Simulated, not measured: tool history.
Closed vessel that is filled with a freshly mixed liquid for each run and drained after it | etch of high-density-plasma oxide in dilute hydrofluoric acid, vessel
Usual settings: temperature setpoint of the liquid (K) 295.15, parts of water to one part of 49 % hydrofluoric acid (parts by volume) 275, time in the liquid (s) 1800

run   hour  temperature setpoint of the liquid (K)  parts of water to one part of 49 % hydrofluoric acid (parts by volume)  time in the liquid (s)  wafers since the last listed run  hours since the thermometer was replaced  hours since the hydrofluoric acid flow meter was replaced  hours since the gauge calibration  read-back film thickness of the high-density-plasma oxide reference wafer, read on the same gauge (nm)  thickness taken off the high-density-plasma oxide on a monitor wafer (angstrom)
  1    0.0                                  295.15                                                                     275                    1800                                 0                                    1401.3                                                     1883.6                              155.9                                                                                                  140.00                                                                            373.3
  2   63.1                                  295.15                                                                     275                    1800                              3287                                    1464.4                                                     1946.7                              219.0                                                                                                  139.98                                                                            377.9
  3  149.4                                  295.15                                                                     275                    1800                              4496                                    1550.7                                                     2033.0                              305.3                                                                                                  139.98                                                                            388.5
  4  208.9                                  294.15                                                                     275                    1800                              3100                                    1610.2                                                     2092.5                              364.8                                                                                                  140.01                                                                            375.7
     253.6  -- hydrofluoric acid flow meter replaced
  5  269.0                                  294.15                                                                     275                    1800                              3079                                    1670.3                                                       15.4                              424.9                                                                                                  140.03                                                                            328.3
  6  296.5                                  294.15                                                                     275                    1800                              1432                                    1697.8                                                       42.9                              452.4                                                                                                  140.01                                                                            335.2
  7  349.7                                  295.15                                                                     275                    1800                              2772                                    1751.0                                                       96.1                              505.6                                                                                                  140.02                                                                            347.7
     362.2  -- gauge calibrated
     370.1  -- thermometer replaced
  8  394.1                                  295.15                                                                     305                    1490                              2261                                      24.0                                                      140.5                               31.9                                                                                                  140.00                                                                            233.0
  9  431.0                                  293.65                                                                     275                    1800                              1922                                      60.9                                                      177.4                               68.8                                                                                                  140.02                                                                            306.7
 10  478.9                                  297.65                                                                     415                    2340                              2495                                     108.8                                                      225.3                              116.7                                                                                                  139.99                                                                            267.7
 11  523.1                                  295.15                                                                     180                    1800                              2303                                     153.0                                                      269.5                              160.9                                                                                                  140.00                                                                            546.1
 12  575.3                                  295.15                                                                     275                    1800                              2719                                     205.2                                                      321.7                              213.1                                                                                                  140.00                                                                            328.0
 13  606.8                                  295.15                                                                     275                    1800                              1641                                     236.7                                                      353.2                              244.6                                                                                                  140.01                                                                            330.5
 14  642.8                                  299.15                                                                     275                    1800                              1875                                     272.7                                                      389.2                              280.6                                                                                                  140.00                                                                            379.2

Run 15 comes next. What will it give?
 15  693.9                                  297.65                                                                     275                    2270                              2662                                     323.8                                                      440.3                              331.7                                                                                                       ?                                                                                ?

read-back film thickness of the high-density-plasma oxide reference wafer, read on the same gauge (nm): 140.03
thickness taken off the high-density-plasma oxide on a monitor wafer (angstrom): 463.2
Without the tool's hidden state the same run would have given thickness taken off the high-density-plasma oxide on a monitor wafer (angstrom) 433.6.

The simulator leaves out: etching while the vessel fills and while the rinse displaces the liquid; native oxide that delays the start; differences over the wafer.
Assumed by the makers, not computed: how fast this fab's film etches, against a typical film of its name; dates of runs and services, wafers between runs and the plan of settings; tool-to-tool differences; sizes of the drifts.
